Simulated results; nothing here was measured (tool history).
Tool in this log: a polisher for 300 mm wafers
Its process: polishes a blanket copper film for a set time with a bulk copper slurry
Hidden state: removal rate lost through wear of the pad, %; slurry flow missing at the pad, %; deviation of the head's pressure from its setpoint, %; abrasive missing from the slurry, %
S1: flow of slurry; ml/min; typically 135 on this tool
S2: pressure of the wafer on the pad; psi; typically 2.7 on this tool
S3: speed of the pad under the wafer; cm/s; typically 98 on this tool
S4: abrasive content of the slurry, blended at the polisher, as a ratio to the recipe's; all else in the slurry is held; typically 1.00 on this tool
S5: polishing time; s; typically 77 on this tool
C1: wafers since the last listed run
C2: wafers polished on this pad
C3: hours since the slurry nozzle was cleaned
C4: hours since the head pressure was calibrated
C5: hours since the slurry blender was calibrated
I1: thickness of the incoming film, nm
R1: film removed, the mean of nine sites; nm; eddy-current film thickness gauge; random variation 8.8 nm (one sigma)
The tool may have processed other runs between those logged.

run 1 day=0.000 | S1=135 S2=3.4 S3=120 S4=1.00 S5=77 | C1=0 C2=570 C3=636.6 C4=869.2 C5=111.7 | I1=3551.0 | R1=740.4
run 2 day=0.562 | S1=135 S2=2.7 S3=98 S4=1.00 S5=77 | C1=75 C2=645 C3=650.1 C4=882.7 C5=125.2 | I1=3587.4 | R1=514.8
run 3 day=1.125 | S1=135 S2=2.7 S3=98 S4=1.00 S5=77 | C1=75 C2=721 C3=663.6 C4=896.2 C5=138.7 | I1=3576.2 | R1=508.9
run 4 day=1.596 | S1=135 S2=2.7 S3=98 S4=1.00 S5=77 | C1=63 C2=785 C3=674.9 C4=907.5 C5=150.0 | I1=3514.5 | R1=500.5
run 5 day=2.283 | S1=135 S2=2.7 S3=98 S4=1.00 S5=77 | C1=92 C2=877 C3=691.4 C4=924.0 C5=166.5 | I1=3589.7 | R1=496.7
-- day=2.454 slurry blender recalibrated
-- day=2.608 worn pad replaced by a new one
run 6 day=2.742 | S1=135 S2=2.7 S3=98 S4=1.00 S5=77 | C1=29 C2=18 C3=702.4 C4=935.0 C5=6.9 | I1=3601.4 | R1=598.4
run 7 day=3.075 | S1=135 S2=2.7 S3=98 S4=1.00 S5=77 | C1=44 C2=62 C3=710.4 C4=943.0 C5=14.9 | I1=3524.8 | R1=594.2
run 8 day=3.667 | S1=135 S2=2.7 S3=98 S4=1.00 S5=77 | C1=79 C2=142 C3=724.6 C4=957.2 C5=29.1 | I1=3548.2 | R1=568.2
run 9 day=3.933 | S1=135 S2=2.7 S3=98 S4=1.00 S5=77 | C1=35 C2=178 C3=731.0 C4=963.6 C5=35.5 | I1=3576.2 | R1=569.4
run 10 day=4.525 | S1=135 S2=2.7 S3=98 S4=1.00 S5=77 | C1=79 C2=258 C3=745.2 C4=977.8 C5=49.7 | I1=3622.5 | R1=557.9
run 11 day=4.908 | S1=135 S2=2.7 S3=98 S4=1.00 S5=77 | C1=51 C2=309 C3=754.4 C4=987.0 C5=58.9 | I1=3595.7 | R1=550.3
run 12 day=5.204 | S1=135 S2=2.7 S3=98 S4=1.00 S5=77 | C1=39 C2=349 C3=761.5 C4=994.1 C5=66.0 | I1=3626.2 | R1=550.9
run 13 day=6.275 | S1=135 S2=2.7 S3=98 S4=1.00 S5=77 | C1=144 C2=493 C3=787.2 C4=1019.8 C5=91.7 | I1=3575.7 | R1=529.3
run 14 day=6.525 | S1=135 S2=2.7 S3=98 S4=1.00 S5=77 | C1=33 C2=527 C3=793.2 C4=1025.8 C5=97.7 | I1=3570.5 | R1=519.5
-- day=7.071 head pressure recalibrated
run 15 day=7.092 | S1=135 S2=2.7 S3=68 S4=1.00 S5=86 | C1=65 C2=592 C3=806.8 C4=0.5 C5=111.3 | I1=3643.1 | R1=431.0
-- day=7.283 slurry nozzle cleaned
run 16 day=7.500 | S1=155 S2=2.7 S3=98 S4=0.70 S5=77 | C1=49 C2=641 C3=5.2 C4=10.3 C5=121.1 | I1=3580.6 | R1=490.5
run 17 day=8.158 | S1=135 S2=2.7 S3=98 S4=1.00 S5=77 | C1=88 C2=730 C3=21.0 C4=26.1 C5=136.9 | I1=3569.6 | R1=515.8
run 18 day=8.458 | S1=135 S2=3.3 S3=98 S4=0.90 S5=77 | C1=40 C2=770 C3=28.2 C4=33.3 C5=144.1 | I1=3510.7 | R1=590.5
run 19 day=8.892 | S1=135 S2=2.7 S3=98 S4=1.00 S5=77 | C1=58 C2=828 C3=38.6 C4=43.7 C5=154.5 | I1=3563.0 | R1=503.6
-- day=9.292 worn pad replaced by a new one
-- day=9.388 slurry blender recalibrated
run 20 day=9.442 | S1=155 S2=2.1 S3=98 S4=0.85 S5=85 | C1=40 C2=8 C3=51.8 C4=56.9 C5=1.3 | I1=3549.9 | R1=544.7
run 21 day=9.754 | S1=170 S2=3.0 S3=98 S4=1.10 S5=53 | C1=42 C2=51 C3=59.3 C4=64.4 C5=8.8 | I1=3581.0 | R1=462.5
run 22 day=10.283 | S1=170 S2=2.7 S3=72 S4=1.00 S5=77 | C1=71 C2=122 C3=72.0 C4=77.1 C5=21.5 | I1=3603.4 | R1=456.9
run 23 day=10.638 | S1=110 S2=2.7 S3=124 S4=1.00 S5=77 | C1=47 C2=169 C3=80.5 C4=85.6 C5=30.0 | I1=3597.8 | R1=679.1
run 24 day=11.083 | S1=135 S2=2.7 S3=98 S4=1.00 S5=77 | C1=60 C2=229 C3=91.2 C4=96.3 C5=40.7 | I1=3627.4 | R1=561.4
run 25 day=11.458 | S1=120 S2=2.7 S3=98 S4=1.00 S5=53 | C1=50 C2=280 C3=100.2 C4=105.3 C5=49.7 | I1=3581.5 | R1=374.1
run 26 day=11.821 | S1=135 S2=3.3 S3=98 S4=0.90 S5=77 | C1=48 C2=329 C3=108.9 C4=114.0 C5=58.4 | I1=3593.0 | R1=633.5
run 27 day=12.525 | S1=100 S2=2.7 S3=98 S4=1.00 S5=77 | C1=94 C2=423 C3=125.8 C4=130.9 C5=75.3 | I1=3563.5 | R1=522.0

Branching from run 27: 3 alternative next runs. What would each branch give?
run A day=12.542 | S1=135 S2=2.7 S3=130 S4=1.00 S5=77 | C1=2 C2=426 C3=126.2 C4=131.3 C5=75.7 | I1=3572.0 | R1=?
run B day=12.542 | S1=115 S2=2.7 S3=98 S4=1.00 S5=77 | C1=2 C2=426 C3=126.2 C4=131.3 C5=75.7 | I1=3572.0 | R1=?
run C day=12.542 | S1=105 S2=3.4 S3=98 S4=1.00 S5=77 | C1=2 C2=426 C3=126.2 C4=131.3 C5=75.7 | I1=3572.0 | R1=?

run=A R1=676.6
run=B R1=522.9
run=C R1=622.2
Without the tool's unlogged condition, the same runs would have read:
run=A R1=787.8
run=B R1=608.9
run=C R1=724.4

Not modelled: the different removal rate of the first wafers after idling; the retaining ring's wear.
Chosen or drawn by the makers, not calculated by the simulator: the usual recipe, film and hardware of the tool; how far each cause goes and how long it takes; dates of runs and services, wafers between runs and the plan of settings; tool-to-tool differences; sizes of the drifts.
